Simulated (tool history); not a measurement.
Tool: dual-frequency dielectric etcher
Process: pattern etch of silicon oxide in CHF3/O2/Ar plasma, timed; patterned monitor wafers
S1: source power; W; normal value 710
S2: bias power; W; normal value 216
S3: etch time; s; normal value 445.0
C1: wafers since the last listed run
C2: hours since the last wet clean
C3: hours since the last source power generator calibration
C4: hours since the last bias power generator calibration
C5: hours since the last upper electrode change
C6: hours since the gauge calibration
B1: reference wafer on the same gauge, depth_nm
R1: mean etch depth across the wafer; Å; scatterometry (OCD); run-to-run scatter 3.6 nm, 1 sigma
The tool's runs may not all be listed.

run 1 hour=0.0 | S1=710 S2=199 S3=445.0 | C1=0 C2=231.8 C3=1679.1 C4=1070.2 C5=5278.9 C6=35.8 | B1=939.3 | R1=9687
run 2 hour=66.1 | S1=710 S2=199 S3=445.0 | C1=317 C2=297.9 C3=1745.2 C4=1136.3 C5=5345.0 C6=101.9 | B1=940.1 | R1=9662
run 3 hour=133.3 | S1=710 S2=199 S3=445.0 | C1=323 C2=365.1 C3=1812.4 C4=1203.5 C5=5412.2 C6=169.1 | B1=940.1 | R1=9665
run 4 hour=202.1 | S1=640 S2=216 S3=445.0 | C1=330 C2=433.9 C3=1881.2 C4=1272.3 C5=5481.0 C6=237.9 | B1=939.3 | R1=9515
run 5 hour=228.4 | S1=710 S2=216 S3=497.0 | C1=126 C2=460.2 C3=1907.5 C4=1298.6 C5=5507.3 C6=264.2 | B1=939.8 | R1=11085
run 6 hour=281.8 | S1=710 S2=216 S3=497.0 | C1=256 C2=513.6 C3=1960.9 C4=1352.0 C5=5560.7 C6=317.6 | B1=939.6 | R1=11056
-- hour=315.2 wet clean of the chamber
run 7 hour=338.2 | S1=710 S2=216 S3=445.0 | C1=155 C2=23.0 C3=2017.3 C4=1408.4 C5=5617.1 C6=374.0 | B1=940.3 | R1=10314
run 8 hour=526.4 | S1=710 S2=216 S3=445.0 | C1=904 C2=211.2 C3=2205.5 C4=1596.6 C5=5805.3 C6=562.2 | B1=940.7 | R1=10167
run 9 hour=557.0 | S1=710 S2=216 S3=360.0 | C1=147 C2=241.8 C3=2236.1 C4=1627.2 C5=5835.9 C6=592.8 | B1=938.6 | R1=8190
run 10 hour=594.6 | S1=710 S2=253 S3=390.0 | C1=180 C2=279.4 C3=2273.7 C4=1664.8 C5=5873.5 C6=630.4 | B1=941.1 | R1=9458
-- hour=608.9 source power generator calibrated
run 11 hour=621.0 | S1=710 S2=253 S3=390.0 | C1=107 C2=305.8 C3=12.1 C4=1691.2 C5=5899.9 C6=656.8 | B1=940.6 | R1=9403
run 12 hour=682.1 | S1=710 S2=253 S3=390.0 | C1=293 C2=366.9 C3=73.2 C4=1752.3 C5=5961.0 C6=717.9 | B1=940.2 | R1=9421
-- hour=713.2 bias power generator calibrated
run 13 hour=720.7 | S1=710 S2=216 S3=445.0 | C1=166 C2=405.5 C3=111.8 C4=7.5 C5=5999.6 C6=756.5 | B1=940.1 | R1=9772
run 14 hour=774.7 | S1=710 S2=265 S3=445.0 | C1=259 C2=459.5 C3=165.8 C4=61.5 C5=6053.6 C6=810.5 | B1=939.9 | R1=10669
-- hour=815.0 wet clean of the chamber
run 15 hour=816.7 | S1=710 S2=216 S3=445.0 | C1=86 C2=1.7 C3=207.8 C4=103.5 C5=6095.6 C6=852.5 | B1=939.4 | R1=10261
-- hour=844.1 upper electrode replaced
run 16 hour=876.4 | S1=710 S2=245 S3=409.0 | C1=171 C2=61.4 C3=267.5 C4=163.2 C5=32.3 C6=912.2 | B1=940.4 | R1=9964
run 17 hour=919.6 | S1=760 S2=194 S3=543.0 | C1=207 C2=104.6 C3=310.7 C4=206.4 C5=75.5 C6=955.4 | B1=940.5 | R1=12094
-- hour=933.8 gauge calibrated
run 18 hour=971.6 | S1=710 S2=216 S3=445.0 | C1=250 C2=156.6 C3=362.7 C4=258.4 C5=127.5 C6=37.8 | B1=939.8 | R1=10143
run 19 hour=1035.1 | S1=710 S2=216 S3=566.5 | C1=305 C2=220.1 C3=426.2 C4=321.9 C5=191.0 C6=101.3 | B1=939.9 | R1=12790
run 20 hour=1075.4 | S1=710 S2=246 S3=445.0 | C1=193 C2=260.4 C3=466.5 C4=362.2 C5=231.3 C6=141.6 | B1=939.0 | R1=10678
run 21 hour=1118.0 | S1=830 S2=266 S3=408.5 | C1=204 C2=303.0 C3=509.1 C4=404.8 C5=273.9 C6=184.2 | B1=939.8 | R1=10667
run 22 hour=1175.8 | S1=580 S2=262 S3=491.0 | C1=277 C2=360.8 C3=566.9 C4=462.6 C5=331.7 C6=242.0 | B1=940.4 | R1=11144
-- hour=1264.6 wet clean of the chamber
run 23 hour=1265.1 | S1=710 S2=216 S3=322.0 | C1=313 C2=0.5 C3=656.2 C4=551.9 C5=421.0 C6=331.3 | B1=940.5 | R1=7448
run 24 hour=1346.2 | S1=660 S2=216 S3=407.5 | C1=389 C2=81.6 C3=737.3 C4=633.0 C5=502.1 C6=412.4 | B1=939.5 | R1=9151
run 25 hour=1372.2 | S1=600 S2=179 S3=557.0 | C1=125 C2=107.6 C3=763.3 C4=659.0 C5=528.1 C6=438.4 | B1=940.8 | R1=11030
run 26 hour=1412.9 | S1=710 S2=216 S3=445.0 | C1=195 C2=148.3 C3=804.0 C4=699.7 C5=568.8 C6=479.1 | B1=939.1 | R1=10096
run 27 hour=1467.4 | S1=840 S2=216 S3=445.0 | C1=262 C2=202.8 C3=858.5 C4=754.2 C5=623.3 C6=533.6 | B1=940.6 | R1=10703
run 28 hour=1521.9 | S1=570 S2=216 S3=521.0 | C1=262 C2=257.3 C3=913.0 C4=808.7 C5=677.8 C6=588.1 | B1=939.7 | R1=10899
run 29 hour=1546.9 | S1=620 S2=216 S3=445.0 | C1=120 C2=282.3 C3=938.0 C4=833.7 C5=702.8 C6=613.1 | B1=940.0 | R1=9549

Predict each of these 4 candidate next runs independently; none follows another, all start after run 29:
run A hour=1547.4 | S1=710 S2=216 S3=368.5 | C1=2 C2=282.8 C3=938.5 C4=834.2 C5=703.3 C6=613.6 | B1=? | R1=?
run B hour=1547.4 | S1=860 S2=216 S3=541.0 | C1=2 C2=282.8 C3=938.5 C4=834.2 C5=703.3 C6=613.6 | B1=? | R1=?
run C hour=1547.4 | S1=620 S2=256 S3=577.0 | C1=2 C2=282.8 C3=938.5 C4=834.2 C5=703.3 C6=613.6 | B1=? | R1=?
run D hour=1547.4 | S1=710 S2=238 S3=503.5 | C1=2 C2=282.8 C3=938.5 C4=834.2 C5=703.3 C6=613.6 | B1=? | R1=?

run=A B1=939.8 R1=8352
run=B B1=939.8 R1=13161
run=C B1=939.8 R1=13446
run=D B1=939.8 R1=11924
Stripped of hidden state, with their random variation kept, the same runs would have yielded:
run=A R1=8441
run=B R1=13303
run=C R1=13577
run=D R1=12046
